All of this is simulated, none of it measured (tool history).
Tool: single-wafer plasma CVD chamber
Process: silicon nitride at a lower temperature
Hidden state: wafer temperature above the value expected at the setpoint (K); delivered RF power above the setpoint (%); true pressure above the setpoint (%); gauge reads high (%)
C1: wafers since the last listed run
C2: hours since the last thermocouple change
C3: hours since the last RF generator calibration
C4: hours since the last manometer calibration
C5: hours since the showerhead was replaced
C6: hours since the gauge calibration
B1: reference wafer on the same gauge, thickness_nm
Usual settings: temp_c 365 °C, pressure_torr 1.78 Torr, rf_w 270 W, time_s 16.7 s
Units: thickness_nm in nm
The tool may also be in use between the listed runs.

run 1 hour=0 | temp_c=372 pressure_torr=1.87 rf_w=270 time_s=16.7 | C1=0 C2=1724.1 C3=1252.2 C4=1615.7 C5=6440.4 C6=947.1 | B1=19.199 | thickness_nm=18.455
run 2 hour=48.6 | temp_c=372 pressure_torr=1.87 rf_w=270 time_s=16.7 | C1=1617 C2=1772.7 C3=1300.8 C4=1664.3 C5=6489 C6=995.7 | B1=19.214 | thickness_nm=18.466
run 3 hour=115.6 | temp_c=372 pressure_torr=1.87 rf_w=270 time_s=16.7 | C1=2229 C2=1839.7 C3=1367.8 C4=1731.3 C5=6556 C6=1062.7 | B1=19.201 | thickness_nm=18.488
run 4 hour=221.4 | temp_c=365 pressure_torr=1.78 rf_w=270 time_s=16.7 | C1=3520 C2=1945.5 C3=1473.6 C4=1837.1 C5=6661.8 C6=1168.5 | B1=19.204 | thickness_nm=18.285
run 5 hour=275 | temp_c=365 pressure_torr=1.6 rf_w=270 time_s=14.9 | C1=1783 C2=1999.1 C3=1527.2 C4=1890.7 C5=6715.4 C6=1222.1 | B1=19.184 | thickness_nm=15.826
run 6 hour=380.8 | temp_c=365 pressure_torr=1.6 rf_w=270 time_s=14.9 | C1=3520 C2=2104.9 C3=1633 C4=1996.5 C5=6821.2 C6=1327.9 | B1=19.196 | thickness_nm=15.834
-- hour=429.4 thermocouple changed; heater temperature recalibrated
run 7 hour=429.9 | temp_c=365 pressure_torr=1.6 rf_w=270 time_s=14.9 | C1=1367 C2=0.5 C3=1682.1 C4=2045.6 C5=6870.3 C6=1377 | B1=19.206 | thickness_nm=15.821
run 8 hour=496.4 | temp_c=365 pressure_torr=1.78 rf_w=305 time_s=15.6 | C1=2212 C2=67 C3=1748.6 C4=2112.1 C5=6936.8 C6=1443.5 | B1=19.207 | thickness_nm=18.568
-- hour=544.7 RF generator calibrated
run 9 hour=566.6 | temp_c=365 pressure_torr=1.78 rf_w=310 time_s=16.7 | C1=2069 C2=137.2 C3=21.9 C4=2182.3 C5=7007 C6=1513.7 | B1=19.198 | thickness_nm=20.106
-- hour=585 showerhead replaced
-- hour=629.7 capacitance manometer re-zeroed and calibrated
run 10 hour=655.7 | temp_c=365 pressure_torr=1.78 rf_w=310 time_s=16.7 | C1=2432 C2=226.3 C3=111 C4=26 C5=70.7 C6=1602.8 | B1=19.205 | thickness_nm=20.385
run 11 hour=701.8 | temp_c=365 pressure_torr=1.78 rf_w=270 time_s=16.7 | C1=1533 C2=272.4 C3=157.1 C4=72.1 C5=116.8 C6=1648.9 | B1=19.198 | thickness_nm=18.58
run 12 hour=773.2 | temp_c=365 pressure_torr=1.78 rf_w=250 time_s=17.7 | C1=2375 C2=343.8 C3=228.5 C4=143.5 C5=188.2 C6=1720.3 | B1=19.208 | thickness_nm=18.577
run 13 hour=846.9 | temp_c=370 pressure_torr=1.78 rf_w=270 time_s=16.7 | C1=2452 C2=417.5 C3=302.2 C4=217.2 C5=261.9 C6=1794 | B1=19.207 | thickness_nm=18.51
-- hour=938.6 gauge calibrated
-- hour=941 capacitance manometer re-zeroed and calibrated, repeated, since the last time left the tool worse
run 14 hour=942.6 | temp_c=375 pressure_torr=1.57 rf_w=270 time_s=14.6 | C1=2917 C2=513.2 C3=397.9 C4=1.6 C5=357.6 C6=4 | B1=19.193 | thickness_nm=15.184
run 15 hour=989.1 | temp_c=373 pressure_torr=1.64 rf_w=230 time_s=13.7 | C1=1547 C2=559.7 C3=444.4 C4=48.1 C5=404.1 C6=50.5 | B1=19.197 | thickness_nm=12.89
run 16 hour=1077.9 | temp_c=365 pressure_torr=1.78 rf_w=270 time_s=14.1 | C1=2954 C2=648.5 C3=533.2 C4=136.9 C5=492.9 C6=139.3 | B1=19.204 | thickness_nm=15.316
run 17 hour=1131.5 | temp_c=365 pressure_torr=1.78 rf_w=270 time_s=16.7 | C1=1783 C2=702.1 C3=586.8 C4=190.5 C5=546.5 C6=192.9 | B1=19.2 | thickness_nm=18.144
run 18 hour=1205.8 | temp_c=365 pressure_torr=1.78 rf_w=270 time_s=16.7 | C1=2472 C2=776.4 C3=661.1 C4=264.8 C5=620.8 C6=267.2 | B1=19.205 | thickness_nm=18.184
run 19 hour=1245.4 | temp_c=365 pressure_torr=1.78 rf_w=305 time_s=15.6 | C1=1317 C2=816 C3=700.7 C4=304.4 C5=660.4 C6=306.8 | B1=19.197 | thickness_nm=18.457
run 20 hour=1288.4 | temp_c=358 pressure_torr=1.6 rf_w=270 time_s=16.7 | C1=1430 C2=859 C3=743.7 C4=347.4 C5=703.4 C6=349.8 | B1=19.197 | thickness_nm=17.697
run 21 hour=1395.3 | temp_c=365 pressure_torr=2.16 rf_w=300 time_s=18 | C1=3556 C2=965.9 C3=850.6 C4=454.3 C5=810.3 C6=456.7 | B1=19.2 | thickness_nm=22.204
run 22 hour=1488 | temp_c=365 pressure_torr=1.89 rf_w=270 time_s=19.8 | C1=3084 C2=1058.6 C3=943.3 C4=547 C5=903 C6=549.4 | B1=19.206 | thickness_nm=21.944
run 23 hour=1524.5 | temp_c=379 pressure_torr=1.78 rf_w=270 time_s=16.7 | C1=1214 C2=1095.1 C3=979.8 C4=583.5 C5=939.5 C6=585.9 | B1=19.204 | thickness_nm=18.12
run 24 hour=1563.9 | temp_c=357 pressure_torr=1.78 rf_w=320 time_s=13.4 | C1=1310 C2=1134.5 C3=1019.2 C4=622.9 C5=978.9 C6=625.3 | B1=19.198 | thickness_nm=16.529
run 25 hour=1636.1 | temp_c=354 pressure_torr=1.78 rf_w=270 time_s=18.5 | C1=2402 C2=1206.7 C3=1091.4 C4=695.1 C5=1051.1 C6=697.5 | B1=19.209 | thickness_nm=20.267
run 26 hour=1744.1 | temp_c=365 pressure_torr=1.78 rf_w=270 time_s=16.7 | C1=3593 C2=1314.7 C3=1199.4 C4=803.1 C5=1159.1 C6=805.5 | B1=19.209 | thickness_nm=18.297
run 27 hour=1791.1 | temp_c=365 pressure_torr=1.78 rf_w=295 time_s=16.7 | C1=1563 C2=1361.7 C3=1246.4 C4=850.1 C5=1206.1 C6=852.5 | B1=19.207 | thickness_nm=19.487

Forecast each of these 5 alternatives for the next run:
run A hour=1791.5 | temp_c=365 pressure_torr=1.78 rf_w=305 time_s=16.7 | C1=13 C2=1362.1 C3=1246.8 C4=850.5 C5=1206.5 C6=852.9 | B1=? | thickness_nm=?
run B hour=1791.5 | temp_c=357 pressure_torr=1.51 rf_w=225 time_s=16.7 | C1=13 C2=1362.1 C3=1246.8 C4=850.5 C5=1206.5 C6=852.9 | B1=? | thickness_nm=?
run C hour=1791.5 | temp_c=365 pressure_torr=1.78 rf_w=230 time_s=19.3 | C1=13 C2=1362.1 C3=1246.8 C4=850.5 C5=1206.5 C6=852.9 | B1=? | thickness_nm=?
run D hour=1791.5 | temp_c=365 pressure_torr=1.78 rf_w=270 time_s=18.7 | C1=13 C2=1362.1 C3=1246.8 C4=850.5 C5=1206.5 C6=852.9 | B1=? | thickness_nm=?
run E hour=1791.5 | temp_c=351 pressure_torr=1.78 rf_w=270 time_s=17.6 | C1=13 C2=1362.1 C3=1246.8 C4=850.5 C5=1206.5 C6=852.9 | B1=? | thickness_nm=?

run=A B1=19.192 thickness_nm=19.874
run=B B1=19.192 thickness_nm=15.358
run=C B1=19.192 thickness_nm=18.785
run=D B1=19.192 thickness_nm=20.442
run=E B1=19.192 thickness_nm=19.358
Without the tool's hidden state the same runs would have given:
run=A thickness_nm=19.708
run=B thickness_nm=15.226
run=C thickness_nm=18.628
run=D thickness_nm=20.272
run=E thickness_nm=19.197

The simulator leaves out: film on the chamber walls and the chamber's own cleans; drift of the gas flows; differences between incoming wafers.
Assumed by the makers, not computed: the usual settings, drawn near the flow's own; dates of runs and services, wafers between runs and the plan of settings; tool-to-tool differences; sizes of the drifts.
